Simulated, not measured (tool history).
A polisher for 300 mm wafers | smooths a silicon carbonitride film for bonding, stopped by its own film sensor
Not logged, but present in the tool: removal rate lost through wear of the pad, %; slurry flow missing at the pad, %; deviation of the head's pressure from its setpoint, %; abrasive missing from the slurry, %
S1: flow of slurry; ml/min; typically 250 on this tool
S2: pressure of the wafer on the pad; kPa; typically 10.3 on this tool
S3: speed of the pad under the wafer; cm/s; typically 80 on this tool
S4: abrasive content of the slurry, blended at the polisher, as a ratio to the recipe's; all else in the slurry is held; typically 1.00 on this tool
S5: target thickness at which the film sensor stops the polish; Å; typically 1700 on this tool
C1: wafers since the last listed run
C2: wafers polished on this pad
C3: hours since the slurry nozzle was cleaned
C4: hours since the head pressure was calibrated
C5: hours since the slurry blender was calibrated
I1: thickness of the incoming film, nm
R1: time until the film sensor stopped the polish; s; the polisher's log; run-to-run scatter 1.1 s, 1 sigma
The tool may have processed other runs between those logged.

run 1 hour=0.0 | S1=250 S2=10.3 S3=80 S4=1.00 S5=1700 | C1=0 C2=389 C3=434.9 C4=876.7 C5=67.4 | I1=179.6 | R1=71.4
run 2 hour=13.4 | S1=185 S2=10.3 S3=80 S4=0.85 S5=1700 | C1=68 C2=458 C3=448.3 C4=890.1 C5=80.8 | I1=183.5 | R1=110.3
run 3 hour=31.5 | S1=185 S2=10.3 S3=80 S4=0.85 S5=1700 | C1=92 C2=551 C3=466.4 C4=908.2 C5=98.9 | I1=180.0 | R1=83.0
run 4 hour=44.2 | S1=185 S2=10.3 S3=80 S4=0.85 S5=1700 | C1=65 C2=616 C3=479.1 C4=920.9 C5=111.6 | I1=179.2 | R1=76.3
run 5 hour=74.4 | S1=225 S2=10.3 S3=80 S4=1.00 S5=1700 | C1=155 C2=771 C3=509.3 C4=951.1 C5=141.8 | I1=179.9 | R1=78.3
run 6 hour=105.7 | S1=250 S2=10.3 S3=80 S4=1.00 S5=1700 | C1=160 C2=932 C3=540.6 C4=982.4 C5=173.1 | I1=178.9 | R1=69.5
-- hour=128.4 worn pad replaced by a new one
run 7 hour=128.9 | S1=250 S2=10.3 S3=80 S4=1.00 S5=1700 | C1=98 C2=2 C3=563.8 C4=1005.6 C5=196.3 | I1=180.7 | R1=77.0
run 8 hour=158.0 | S1=250 S2=10.3 S3=80 S4=1.00 S5=1700 | C1=149 C2=151 C3=592.9 C4=1034.7 C5=225.4 | I1=180.0 | R1=71.9
run 9 hour=193.6 | S1=250 S2=10.3 S3=80 S4=1.15 S5=1700 | C1=182 C2=334 C3=628.5 C4=1070.3 C5=261.0 | I1=179.0 | R1=64.2
-- hour=196.8 slurry blender recalibrated
-- hour=202.7 head pressure recalibrated
-- hour=213.7 slurry nozzle cleaned
run 10 hour=270.3 | S1=250 S2=10.3 S3=80 S4=1.15 S5=1700 | C1=368 C2=702 C3=56.6 C4=67.6 C5=73.5 | I1=180.5 | R1=68.5
run 11 hour=283.9 | S1=250 S2=10.3 S3=80 S4=0.75 S5=1700 | C1=69 C2=772 C3=70.2 C4=81.2 C5=87.1 | I1=180.5 | R1=86.7
run 12 hour=307.5 | S1=250 S2=10.3 S3=80 S4=0.75 S5=1700 | C1=121 C2=893 C3=93.8 C4=104.8 C5=110.7 | I1=177.7 | R1=63.4
-- hour=337.5 worn pad replaced by a new one
run 13 hour=398.3 | S1=250 S2=10.3 S3=56 S4=0.80 S5=1700 | C1=445 C2=312 C3=184.6 C4=195.6 C5=201.5 | I1=180.5 | R1=105.9
-- hour=418.0 slurry blender recalibrated
run 14 hour=432.1 | S1=335 S2=10.3 S3=62 S4=1.15 S5=1700 | C1=163 C2=475 C3=218.4 C4=229.4 C5=14.1 | I1=181.8 | R1=90.1
run 15 hour=460.8 | S1=250 S2=7.6 S3=58 S4=1.00 S5=1690 | C1=147 C2=622 C3=247.1 C4=258.1 C5=42.8 | I1=180.9 | R1=138.1
run 16 hour=493.9 | S1=250 S2=10.3 S3=80 S4=0.75 S5=1720 | C1=169 C2=792 C3=280.2 C4=291.2 C5=75.9 | I1=179.6 | R1=63.5
run 17 hour=506.2 | S1=250 S2=10.3 S3=80 S4=1.00 S5=1700 | C1=63 C2=855 C3=292.5 C4=303.5 C5=88.2 | I1=179.4 | R1=68.1
run 18 hour=530.6 | S1=325 S2=10.3 S3=102 S4=1.00 S5=1700 | C1=125 C2=980 C3=316.9 C4=327.9 C5=112.6 | I1=178.5 | R1=53.3
-- hour=547.5 worn pad replaced by a new one
run 19 hour=557.2 | S1=250 S2=13.1 S3=70 S4=1.00 S5=1700 | C1=116 C2=49 C3=343.5 C4=354.5 C5=139.2 | I1=181.3 | R1=72.3
run 20 hour=591.8 | S1=250 S2=13.1 S3=88 S4=1.00 S5=1670 | C1=177 C2=227 C3=378.1 C4=389.1 C5=173.8 | I1=180.8 | R1=73.8
-- hour=626.2 slurry blender recalibrated
run 21 hour=626.7 | S1=190 S2=10.3 S3=108 S4=0.70 S5=1660 | C1=168 C2=396 C3=413.0 C4=424.0 C5=0.5 | I1=179.5 | R1=90.3
run 22 hour=648.9 | S1=250 S2=10.3 S3=70 S4=1.00 S5=1680 | C1=113 C2=510 C3=435.2 C4=446.2 C5=22.7 | I1=178.5 | R1=84.2
run 23 hour=667.2 | S1=250 S2=8.3 S3=80 S4=1.00 S5=1670 | C1=93 C2=603 C3=453.5 C4=464.5 C5=41.0 | I1=181.5 | R1=123.2
run 24 hour=694.6 | S1=250 S2=6.9 S3=100 S4=1.25 S5=1670 | C1=140 C2=744 C3=480.9 C4=491.9 C5=68.4 | I1=178.6 | R1=85.5
run 25 hour=716.5 | S1=310 S2=11.7 S3=80 S4=1.00 S5=1700 | C1=112 C2=856 C3=502.8 C4=513.8 C5=90.3 | I1=180.1 | R1=68.9
run 26 hour=744.8 | S1=170 S2=10.3 S3=80 S4=1.00 S5=1680 | C1=145 C2=1002 C3=531.1 C4=542.1 C5=118.6 | I1=182.2 | R1=117.5
run 27 hour=760.6 | S1=250 S2=10.3 S3=80 S4=1.10 S5=1700 | C1=81 C2=1083 C3=546.9 C4=557.9 C5=134.4 | I1=180.0 | R1=73.4
run 28 hour=776.4 | S1=250 S2=10.3 S3=80 S4=1.00 S5=1700 | C1=81 C2=1164 C3=562.7 C4=573.7 C5=150.2 | I1=180.8 | R1=83.3
-- hour=787.0 worn pad replaced by a new one
run 29 hour=798.0 | S1=250 S2=10.3 S3=80 S4=1.00 S5=1700 | C1=90 C2=56 C3=584.3 C4=595.3 C5=171.8 | I1=180.1 | R1=70.0
run 30 hour=816.8 | S1=250 S2=6.9 S3=80 S4=1.00 S5=1670 | C1=96 C2=152 C3=603.1 C4=614.1 C5=190.6 | I1=181.3 | R1=128.0
run 31 hour=834.9 | S1=210 S2=10.3 S3=80 S4=1.00 S5=1730 | C1=92 C2=245 C3=621.2 C4=632.2 C5=208.7 | I1=177.3 | R1=30.7

3 ways to go on from here, each from the tool as it stands after run 31. What would each give?
run A hour=835.4 | S1=250 S2=10.3 S3=80 S4=1.00 S5=1700 | C1=2 C2=248 C3=621.7 C4=632.7 C5=209.2 | I1=178.3 | R1=?
run B hour=835.4 | S1=250 S2=9.7 S3=90 S4=0.80 S5=1720 | C1=2 C2=248 C3=621.7 C4=632.7 C5=209.2 | I1=178.3 | R1=?
run C hour=835.4 | S1=250 S2=10.3 S3=80 S4=1.00 S5=1720 | C1=2 C2=248 C3=621.7 C4=632.7 C5=209.2 | I1=178.3 | R1=?

run=A R1=59.3
run=B R1=47.1
run=C R1=45.0
With no hidden state in the tool, these same runs would have given:
run=A R1=54.2
run=B R1=43.0
run=C R1=41.1
